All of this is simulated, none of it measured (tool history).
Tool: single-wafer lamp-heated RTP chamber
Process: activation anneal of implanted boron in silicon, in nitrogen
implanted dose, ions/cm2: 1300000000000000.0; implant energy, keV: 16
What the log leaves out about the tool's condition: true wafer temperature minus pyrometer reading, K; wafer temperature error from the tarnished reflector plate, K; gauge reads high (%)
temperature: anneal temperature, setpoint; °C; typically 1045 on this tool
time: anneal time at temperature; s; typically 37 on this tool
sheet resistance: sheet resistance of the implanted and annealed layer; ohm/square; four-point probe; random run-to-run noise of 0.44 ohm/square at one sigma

| run | hour | temperature | time | wafers since the last listed run | wafers since the last pyrometer calibration | wafers since the reflector plate was cleaned | hours since the gauge calibration | read-back reference wafer on the same gauge, sheet resistance | sheet resistance |
|---|---|---|---|---|---|---|---|---|---|
| 1 | 0 | 1068 | 37 | 0 | 4480 | 9804 | 547.2 | 76.79 | 79.65 |
| 2 | 46.6 | 1068 | 37 | 371 | 4852 | 10175 | 593.8 | 77.03 | 79.91 |
| 3 | 123.1 | 1056 | 53 | 610 | 5462 | 10785 | 670.3 | 76.95 | 79.53 |
| 4 | 210.2 | 1056 | 53 | 694 | 6157 | 11480 | 757.4 | 77.38 | 80.47 |
| 5 | 271.9 | 1056 | 53 | 492 | 6649 | 11972 | 819.1 | 77.31 | 79.4 |
| 6 | 360.8 | 1028 | 46 | 709 | 7358 | 12681 | 908 | 77.3 | 83.34 |
|  | 447.4 | reflector plate cleaned |
| 7 | 459 | 1028 | 46 | 719 | 8078 | 92 | 1006.2 | 77.25 | 82.49 |

For run 8, what comes out?
| 8 | 541.8 | 1025 | 37 | 660 | 8738 | 753 | 1089 | ? | ? |

read-back reference wafer on the same gauge, sheet resistance: 77.51
sheet resistance: 84.07 ohm/square
Take away the tool's hidden state, keep the run-to-run variation as it was, and the same run would have given sheet resistance 81.93 ohm/square.
